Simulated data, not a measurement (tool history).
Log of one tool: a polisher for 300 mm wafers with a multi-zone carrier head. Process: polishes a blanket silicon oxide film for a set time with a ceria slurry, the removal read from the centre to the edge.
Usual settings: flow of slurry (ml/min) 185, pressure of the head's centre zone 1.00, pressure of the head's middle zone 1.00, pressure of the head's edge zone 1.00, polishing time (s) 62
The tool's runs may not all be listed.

run	hour	flow of slurry (ml/min)	pressure of the head's centre zone	pressure of the head's middle zone	pressure of the head's edge zone	polishing time (s)	incoming thickness of the incoming film, nm	film removed at the wafer's centre (angstrom)	film removed at mid-radius (angstrom)	film removed at the wafer's edge (angstrom)
1	0.0	185	0.92	1.00	1.08	62	1920.1	3222	4139	4534
# hour 4.7: centre zone pressure recalibrated
# hour 11.0: worn pad replaced by a new one
# hour 19.1: carrier head's membrane replaced by a new one
2	19.6	185	0.92	1.00	1.08	62	1887.7	3816	4111	4484
3	28.9	185	0.92	1.00	1.08	62	1895.8	3711	4123	4514
4	38.9	185	1.00	1.00	1.00	62	1858.3	4033	4127	4308
5	51.0	185	1.00	1.00	1.00	62	1888.0	4104	4103	4345
6	67.4	185	1.00	1.00	1.00	62	1867.9	4073	4162	4364
7	75.1	235	0.89	1.12	1.05	62	1881.4	3746	4782	4489
# hour 84.2: slurry nozzle cleaned
8	84.7	185	1.00	1.00	1.00	62	1896.4	4251	4346	4532
# hour 93.1: worn pad replaced by a new one
9	100.5	185	1.00	1.00	1.00	62	1887.3	4299	4389	4498
10	106.7	160	0.95	1.00	1.06	62	1894.6	3986	4328	4608
11	122.3	185	1.00	1.00	1.06	74	1886.3	5127	5202	5565
12	135.4	185	1.00	1.00	1.00	62	1915.6	4255	4373	4497
# hour 146.6: edge zone pressure recalibrated
13	153.2	185	1.08	1.00	1.00	62	1879.0	4513	4347	4501
14	160.2	205	1.00	1.00	1.00	80	1903.7	5454	5726	5837
15	166.6	185	1.00	1.00	1.11	62	1884.2	4177	4391	4731
16	182.8	205	1.00	1.11	0.90	49	1908.0	3348	3722	3410
# hour 188.1: worn pad replaced by a new one
17	196.0	210	1.00	1.00	1.00	76	1916.1	5184	5333	5587
18	210.9	185	1.00	1.00	1.03	62	1910.2	4077	4311	4510
19	220.4	185	1.00	1.00	1.00	62	1888.1	4003	4389	4465
20	232.7	185	1.00	1.00	1.00	62	1858.6	4104	4399	4482
21	262.0	245	1.00	1.00	1.00	62	1891.4	4190	4389	4549
22	271.6	185	1.00	1.00	1.00	62	1930.0	4063	4291	4446

Forecast each of these 4 alternatives for the next run:
A	272.0	185	1.00	1.00	1.00	62	1859.9	?	?	?
B	272.0	185	1.00	1.00	0.96	62	1859.9	?	?	?
C	272.0	165	1.06	0.89	1.00	62	1859.9	?	?	?
D	272.0	135	1.00	0.89	1.00	62	1859.9	?	?	?

run	film removed at the wafer's centre (angstrom)	film removed at mid-radius (angstrom)	film removed at the wafer's edge (angstrom)
A	4031	4421	4505
B	4031	4421	4418
C	4203	3951	4465
D	3844	3848	4381
Without the tool's hidden state the same runs would have given:
run	film removed at the wafer's centre (angstrom)	film removed at mid-radius (angstrom)	film removed at the wafer's edge (angstrom)
A	4400	4540	4594
B	4400	4540	4505
C	4598	4066	4559
D	4225	3975	4484
